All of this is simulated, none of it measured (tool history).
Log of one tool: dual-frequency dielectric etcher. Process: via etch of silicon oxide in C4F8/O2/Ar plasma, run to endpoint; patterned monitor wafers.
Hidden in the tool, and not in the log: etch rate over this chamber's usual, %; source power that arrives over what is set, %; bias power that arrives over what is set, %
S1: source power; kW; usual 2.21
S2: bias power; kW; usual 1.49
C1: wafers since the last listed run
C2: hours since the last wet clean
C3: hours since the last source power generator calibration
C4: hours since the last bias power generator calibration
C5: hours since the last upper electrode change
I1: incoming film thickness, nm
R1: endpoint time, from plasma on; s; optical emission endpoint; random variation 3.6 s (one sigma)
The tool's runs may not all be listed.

run,day,S1,S2,C1,C2,C3,C4,C5,I1,R1
1,0,2.21,1.229,0,101.9,3649,1720.8,5340.1,2238.9,474.3
2,0.521,2.21,1.229,43,114.4,3661.5,1733.3,5352.6,2252.7,476.3
3,1.971,2.21,1.229,120,149.2,3696.3,1768.1,5387.4,2248.3,471.7
4,3.096,2.21,1.49,93,176.2,3723.3,1795.1,5414.4,2271.4,450.4
5,3.912,2.21,1.49,67,195.8,3742.9,1814.7,5434,2242.4,443.8
6,4.683,2.21,1.49,63,214.3,3761.4,1833.2,5452.5,2263.5,452.8
7,5.962,2.21,1.761,105,245,3792.1,1863.9,5483.2,2238.2,417.5
8,6.704,2.21,1.761,61,262.8,3809.9,1881.7,5501,2236.2,418.3
9,7.492,2.21,1.761,65,281.7,3828.8,1900.6,5519.9,2242.5,415.6
10,8.488,2.21,1.49,82,305.6,3852.7,1924.5,5543.8,2273.8,449.4
# day 9.783: upper electrode replaced
11,9.804,2.21,1.49,26,337.2,3884.3,1956.1,0.5,2211.1,436.9
12,10.233,2.21,1.208,35,347.5,3894.6,1966.4,10.8,2236.7,459
# day 10.662: bias power generator calibrated
13,11.15,2.21,1.208,62,369.5,3916.6,11.7,32.8,2229.5,469
# day 11.488: source power generator calibrated
14,12.333,2.21,1.208,84,397.9,20.3,40.1,61.2,2233.6,464.2
15,12.938,2.21,1.49,50,412.4,34.8,54.6,75.7,2263.4,441.7
16,14.321,2.56,1.301,114,445.6,68,87.8,108.9,2230.7,430
# day 16.267: wet clean of the chamber
17,16.288,2.21,1.49,80,0.5,115.2,135,156.1,2249.4,458.3
18,16.538,2.21,1.49,20,6.5,121.2,141,162.1,2265.2,454.4
19,17.1,2.21,1.741,46,20,134.7,154.5,175.6,2234.8,444.2
20,17.971,2.21,1.761,72,40.9,155.6,175.4,196.5,2263.1,433.5
21,19.275,1.79,1.766,108,72.2,186.9,206.7,227.8,2221.5,454.7
22,20.75,2.21,1.49,122,107.6,222.3,242.1,263.2,2247.8,451
23,21.383,2.69,1.219,52,122.8,237.5,257.3,278.4,2256.2,458.2
24,22.358,1.68,1.49,80,146.2,260.9,280.7,301.8,2225.7,484.1
25,23.475,2.59,1.49,92,173,287.7,307.5,328.6,2241.3,427.7
26,24.654,2.7,1.833,97,201.3,316,335.8,356.9,2244.9,396.7
27,26.121,1.85,1.82,121,236.5,351.2,371,392.1,2250.3,439.8
28,27.171,2.21,1.49,86,261.7,376.4,396.2,417.3,2269.3,452.1
29,29.129,1.81,1.121,162,308.7,423.4,443.2,464.3,2264.7,511
30,30.542,2.21,1.49,117,342.6,457.3,477.1,498.2,2219.8,437.2
31,31.271,2.62,1.19,60,360.1,474.8,494.6,515.7,2231,447.6

The same runs without the tool's hidden state, with the same run-to-run variation:
run,R1
1,482.7
2,485.3
3,482.2
4,461.6
5,455.8
6,465.8
7,430.8
8,432.3
9,430.3
10,466.4
11,454.8
12,478.3
13,489.7
14,486
15,463
16,452.2
17,457.3
18,453.6
19,444.1
20,434.3
21,457
22,454.8
23,462.8
24,490.1
25,434.1
26,403.8
27,449.1
28,462.8
29,525.5
30,451.1
31,462.6
